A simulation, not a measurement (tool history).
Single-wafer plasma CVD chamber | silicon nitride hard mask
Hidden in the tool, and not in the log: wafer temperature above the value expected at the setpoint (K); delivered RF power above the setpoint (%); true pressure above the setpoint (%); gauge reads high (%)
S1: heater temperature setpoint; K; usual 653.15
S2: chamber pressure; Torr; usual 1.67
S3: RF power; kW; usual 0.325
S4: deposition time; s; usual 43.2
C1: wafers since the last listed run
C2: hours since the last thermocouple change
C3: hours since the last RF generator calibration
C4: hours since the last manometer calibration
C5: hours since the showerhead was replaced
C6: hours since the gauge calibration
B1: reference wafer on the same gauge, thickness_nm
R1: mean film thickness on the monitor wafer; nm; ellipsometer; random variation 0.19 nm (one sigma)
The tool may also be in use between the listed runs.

{"run": 1, "day": 0.0, "S1": 653.15, "S2": 1.67, "S3": 0.325, "S4": 43.2, "C1": 0, "C2": 1940.8, "C3": 1241.9, "C4": 975.6, "C5": 8036.2, "C6": 112.8, "B1": 44.246, "R1": 51.258}
{"run": 2, "day": 1.183, "S1": 653.15, "S2": 1.67, "S3": 0.325, "S4": 43.2, "C1": 964, "C2": 1969.2, "C3": 1270.3, "C4": 1004, "C5": 8064.6, "C6": 141.2, "B1": 44.353, "R1": 51.526}
{"run": 3, "day": 2.317, "S1": 653.15, "S2": 1.67, "S3": 0.325, "S4": 43.2, "C1": 923, "C2": 1996.4, "C3": 1297.5, "C4": 1031.2, "C5": 8091.8, "C6": 168.4, "B1": 44.332, "R1": 51.47}
{"run": 4, "day": 3.242, "S1": 653.15, "S2": 1.67, "S3": 0.325, "S4": 43.2, "C1": 753, "C2": 2018.6, "C3": 1319.7, "C4": 1053.4, "C5": 8114, "C6": 190.6, "B1": 44.328, "R1": 51.388}
{"run": 5, "day": 4.05, "S1": 653.15, "S2": 1.67, "S3": 0.325, "S4": 43.2, "C1": 658, "C2": 2038, "C3": 1339.1, "C4": 1072.8, "C5": 8133.4, "C6": 210, "B1": 44.363, "R1": 51.398}
{"run": 6, "day": 4.712, "S1": 653.15, "S2": 1.67, "S3": 0.325, "S4": 43.2, "C1": 539, "C2": 2053.9, "C3": 1355, "C4": 1088.7, "C5": 8149.3, "C6": 225.9, "B1": 44.335, "R1": 51.626}
{"run": 7, "day": 5.904, "S1": 653.15, "S2": 1.67, "S3": 0.325, "S4": 43.2, "C1": 970, "C2": 2082.5, "C3": 1383.6, "C4": 1117.3, "C5": 8177.9, "C6": 254.5, "B1": 44.251, "R1": 51.791}
{"run": 8, "day": 7.283, "S1": 653.15, "S2": 1.54, "S3": 0.325, "S4": 43.2, "C1": 1123, "C2": 2115.6, "C3": 1416.7, "C4": 1150.4, "C5": 8211, "C6": 287.6, "B1": 44.278, "R1": 49.611}
{"run": 9, "day": 8.462, "S1": 653.15, "S2": 1.67, "S3": 0.325, "S4": 43.2, "C1": 960, "C2": 2143.9, "C3": 1445, "C4": 1178.7, "C5": 8239.3, "C6": 315.9, "B1": 44.223, "R1": 51.462}
{"day": 9.15, "done": "RF generator calibrated"}
{"run": 10, "day": 9.333, "S1": 653.15, "S2": 1.67, "S3": 0.325, "S4": 43.2, "C1": 437, "C2": 2164.8, "C3": 4.4, "C4": 1199.6, "C5": 8260.2, "C6": 336.8, "B1": 44.252, "R1": 51.298}
{"run": 11, "day": 10.362, "S1": 653.15, "S2": 1.67, "S3": 0.325, "S4": 43.2, "C1": 838, "C2": 2189.5, "C3": 29.1, "C4": 1224.3, "C5": 8284.9, "C6": 361.5, "B1": 44.302, "R1": 51.287}
{"run": 12, "day": 11.1, "S1": 653.15, "S2": 1.67, "S3": 0.325, "S4": 38, "C1": 600, "C2": 2207.2, "C3": 46.8, "C4": 1242, "C5": 8302.6, "C6": 379.2, "B1": 44.252, "R1": 45.46}
{"run": 13, "day": 11.942, "S1": 653.15, "S2": 1.67, "S3": 0.325, "S4": 43.2, "C1": 685, "C2": 2227.4, "C3": 67, "C4": 1262.2, "C5": 8322.8, "C6": 399.4, "B1": 44.254, "R1": 51.566}
{"run": 14, "day": 12.45, "S1": 653.15, "S2": 1.67, "S3": 0.325, "S4": 38, "C1": 414, "C2": 2239.6, "C3": 79.2, "C4": 1274.4, "C5": 8335, "C6": 411.6, "B1": 44.269, "R1": 45.21}
{"run": 15, "day": 13.633, "S1": 653.15, "S2": 1.44, "S3": 0.355, "S4": 40.3, "C1": 964, "C2": 2268, "C3": 107.6, "C4": 1302.8, "C5": 8363.4, "C6": 440, "B1": 44.26, "R1": 47.623}
{"run": 16, "day": 15.004, "S1": 653.15, "S2": 1.79, "S3": 0.325, "S4": 37.2, "C1": 1116, "C2": 2300.9, "C3": 140.5, "C4": 1335.7, "C5": 8396.3, "C6": 472.9, "B1": 44.299, "R1": 45.794}
{"day": 15.838, "done": "gauge calibrated"}
{"run": 17, "day": 16.021, "S1": 653.15, "S2": 2, "S3": 0.36, "S4": 43.2, "C1": 828, "C2": 2325.3, "C3": 164.9, "C4": 1360.1, "C5": 8420.7, "C6": 4.4, "B1": 44.291, "R1": 60.026}
{"run": 18, "day": 16.629, "S1": 642.15, "S2": 1.37, "S3": 0.365, "S4": 43.2, "C1": 495, "C2": 2339.9, "C3": 179.5, "C4": 1374.7, "C5": 8435.3, "C6": 19, "B1": 44.34, "R1": 50.796}
{"run": 19, "day": 17.908, "S1": 653.15, "S2": 1.67, "S3": 0.325, "S4": 39.2, "C1": 1042, "C2": 2370.6, "C3": 210.2, "C4": 1405.4, "C5": 8466, "C6": 49.7, "B1": 44.356, "R1": 46.719}
{"run": 20, "day": 19.208, "S1": 653.15, "S2": 1.67, "S3": 0.385, "S4": 43.2, "C1": 1059, "C2": 2401.8, "C3": 241.4, "C4": 1436.6, "C5": 8497.2, "C6": 80.9, "B1": 44.273, "R1": 58.704}
{"day": 19.888, "done": "thermocouple changed; heater temperature recalibrated"}
{"day": 20.104, "done": "capacitance manometer re-zeroed and calibrated"}
{"run": 21, "day": 20.142, "S1": 662.15, "S2": 1.35, "S3": 0.26, "S4": 46.6, "C1": 312, "C2": 6.1, "C3": 263.8, "C4": 0.9, "C5": 8519.6, "C6": 103.3, "B1": 44.234, "R1": 40.831}
{"run": 22, "day": 20.917, "S1": 657.15, "S2": 1.67, "S3": 0.325, "S4": 43.2, "C1": 631, "C2": 24.7, "C3": 282.4, "C4": 19.5, "C5": 8538.2, "C6": 121.9, "B1": 44.339, "R1": 51.493}
{"day": 21.529, "done": "showerhead replaced"}
{"run": 23, "day": 23.362, "S1": 653.15, "S2": 1.67, "S3": 0.385, "S4": 43.2, "C1": 1721, "C2": 83.4, "C3": 341.1, "C4": 78.2, "C5": 44, "C6": 180.6, "B1": 44.285, "R1": 58.611}
{"run": 24, "day": 24.625, "S1": 667.15, "S2": 1.67, "S3": 0.325, "S4": 43.2, "C1": 1028, "C2": 113.7, "C3": 371.4, "C4": 108.5, "C5": 74.3, "C6": 210.9, "B1": 44.324, "R1": 51.343}
{"run": 25, "day": 25.192, "S1": 653.15, "S2": 1.67, "S3": 0.325, "S4": 43.2, "C1": 461, "C2": 127.3, "C3": 385, "C4": 122.1, "C5": 87.9, "C6": 224.5, "B1": 44.269, "R1": 51.641}
{"run": 26, "day": 27.562, "S1": 653.15, "S2": 1.67, "S3": 0.325, "S4": 43.2, "C1": 1931, "C2": 184.2, "C3": 441.9, "C4": 179, "C5": 144.8, "C6": 281.4, "B1": 44.201, "R1": 51.247}
{"run": 27, "day": 29.008, "S1": 653.15, "S2": 1.67, "S3": 0.325, "S4": 39.5, "C1": 1178, "C2": 218.9, "C3": 476.6, "C4": 213.7, "C5": 179.5, "C6": 316.1, "B1": 44.335, "R1": 47.109}

Forecast each of these 4 alternatives for the next run:
{"run": "A", "day": 29.025, "S1": 653.15, "S2": 1.67, "S3": 0.325, "S4": 43.2, "C1": 13, "C2": 219.3, "C3": 477, "C4": 214.1, "C5": 179.9, "C6": 316.5, "B1": "?", "R1": "?"}
{"run": "B", "day": 29.025, "S1": 663.15, "S2": 1.9, "S3": 0.305, "S4": 48.8, "C1": 13, "C2": 219.3, "C3": 477, "C4": 214.1, "C5": 179.9, "C6": 316.5, "B1": "?", "R1": "?"}
{"run": "C", "day": 29.025, "S1": 653.15, "S2": 1.97, "S3": 0.26, "S4": 49.1, "C1": 13, "C2": 219.3, "C3": 477, "C4": 214.1, "C5": 179.9, "C6": 316.5, "B1": "?", "R1": "?"}
{"run": "D", "day": 29.025, "S1": 653.15, "S2": 1.67, "S3": 0.325, "S4": 39.7, "C1": 13, "C2": 219.3, "C3": 477, "C4": 214.1, "C5": 179.9, "C6": 316.5, "B1": "?", "R1": "?"}

run=A B1=44.34 R1=51.723
run=B B1=44.34 R1=58.548
run=C B1=44.34 R1=52.258
run=D B1=44.34 R1=47.541
Without the tool's hidden state the same runs would have given:
run=A R1=51.723
run=B R1=58.548
run=C R1=52.258
run=D R1=47.541
